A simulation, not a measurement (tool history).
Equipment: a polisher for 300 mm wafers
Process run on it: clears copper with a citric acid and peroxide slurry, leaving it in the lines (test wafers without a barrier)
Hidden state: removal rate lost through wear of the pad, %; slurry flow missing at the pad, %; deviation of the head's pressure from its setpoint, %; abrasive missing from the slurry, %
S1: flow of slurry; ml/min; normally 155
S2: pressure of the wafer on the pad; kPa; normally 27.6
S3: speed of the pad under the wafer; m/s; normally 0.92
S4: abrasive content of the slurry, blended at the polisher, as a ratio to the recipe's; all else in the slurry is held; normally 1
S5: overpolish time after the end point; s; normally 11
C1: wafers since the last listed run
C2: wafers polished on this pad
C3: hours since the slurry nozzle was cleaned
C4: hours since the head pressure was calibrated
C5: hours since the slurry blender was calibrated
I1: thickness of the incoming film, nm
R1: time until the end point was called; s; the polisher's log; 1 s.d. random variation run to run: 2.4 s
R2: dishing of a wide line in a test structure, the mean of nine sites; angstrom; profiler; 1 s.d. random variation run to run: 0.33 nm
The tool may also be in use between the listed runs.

run	hour	S1	S2	S3	S4	S5	C1	C2	C3	C4	C5	I1	R1	R2
1	0	155	27.6	0.92	0.9	11	0	700	546.7	628.8	108.7	444.1	234.1	178
# hour 12.3: slurry blender recalibrated
2	12.8	155	27.6	0.92	1	14	63	763	559.5	641.6	0.5	439.9	224.4	224
3	29.6	155	27.6	0.92	1	14	98	861	576.3	658.4	17.3	445.8	228.7	228
# hour 46.7: worn pad replaced by a new one
4	53.9	155	27.6	0.92	1	14	118	41	600.6	682.7	41.6	440	224.5	222
5	69.2	155	27.6	0.92	1	11	89	131	615.9	698	56.9	441.1	229.2	179
6	85.7	155	27.6	0.92	1	13	96	227	632.4	714.5	73.4	443.9	226.5	210
7	101.9	155	27.6	0.92	1	11	94	321	648.6	730.7	89.6	452.1	232.8	184
8	114.4	155	27.6	0.92	1	11	72	394	661.1	743.2	102.1	444.4	226.9	173
# hour 127.5: head pressure recalibrated
9	128	115	24.1	0.92	1	7	67	462	674.7	0.5	115.7	449.7	244.8	113
# hour 129.1: slurry nozzle cleaned
# hour 131: slurry blender recalibrated
10	143.8	155	27.6	0.92	0.75	11	74	537	14.7	16.3	12.8	444	219.5	186
11	155.2	155	27.6	0.92	1	11	66	604	26.1	27.7	24.2	446.3	204	203
12	162.3	155	27.6	1.18	1	16	41	645	33.2	34.8	31.3	444.7	159.4	359
13	176.7	170	27.6	0.92	1	5	84	729	47.6	49.2	45.7	450.7	207.1	95
# hour 193.3: worn pad replaced by a new one
14	193.8	120	27.6	0.8	1	11	76	3	64.7	66.3	62.8	445.2	245.7	165
15	208	155	27.6	0.92	1	11	82	85	78.9	80.5	77	438.1	200.7	202
16	217.5	155	27.6	0.92	1.25	6	55	141	88.4	90	86.5	443.6	191.1	120
17	231.2	155	27.6	0.6	0.75	5	79	221	102.1	103.7	100.2	441.4	337.2	55
18	244.8	180	32.4	0.92	1.25	11	79	300	115.7	117.3	113.8	451.7	166.7	256
# hour 249.6: slurry blender recalibrated
19	257.4	155	23.4	0.92	1	13	61	362	128.3	129.9	7.8	445.8	237.8	201
20	269.7	190	33.1	0.82	1	8	71	434	140.6	142.2	20.1	445	189.2	155
21	283.4	155	33.1	0.92	1	11	79	514	154.3	155.9	33.8	448.5	174.4	237
22	290.1	185	31.7	0.66	1	4	39	553	161	162.6	40.5	444.7	241.2	63
23	299.8	205	22.1	1.2	1	11	56	609	170.7	172.3	50.2	438	181.5	209
24	315.6	155	27.6	0.92	0.8	11	92	702	186.5	188.1	66	445.7	223.2	182
25	327.8	155	27.6	1	1	17	71	773	198.7	200.3	78.2	446.5	193	328
# hour 351.1: worn pad replaced by a new one
26	351.6	155	20	0.92	1	11	115	2	222.5	224.1	102	441.3	277.6	147
27	362.3	155	27.6	0.92	1	11	62	65	233.2	234.8	112.7	447.4	209.7	192
# hour 373.1: slurry blender recalibrated
28	383.3	155	21.4	1.2	1	11	110	176	254.2	255.8	10.2	452.1	211.9	194

Each row is a separate what-if for the run after 28, all from the same tool condition, not one after another. Results?
A	383.8	155	27.6	0.92	1	11	2	178	254.7	256.3	10.7	448.1	?	?
B	383.8	205	19.3	1	1	18	2	178	254.7	256.3	10.7	448.1	?	?
C	383.8	155	27.6	0.92	1.2	9	2	178	254.7	256.3	10.7	448.1	?	?
D	383.8	155	31.7	0.92	1	13	2	178	254.7	256.3	10.7	448.1	?	?

run	R1	R2
A	211.9	197
B	260.6	256
C	200.7	172
D	185.7	262
Stripped of hidden state, with their random variation kept, the same runs would have yielded:
run	R1	R2
A	200.5	208
B	246.7	269
C	189.9	181
D	175.7	276

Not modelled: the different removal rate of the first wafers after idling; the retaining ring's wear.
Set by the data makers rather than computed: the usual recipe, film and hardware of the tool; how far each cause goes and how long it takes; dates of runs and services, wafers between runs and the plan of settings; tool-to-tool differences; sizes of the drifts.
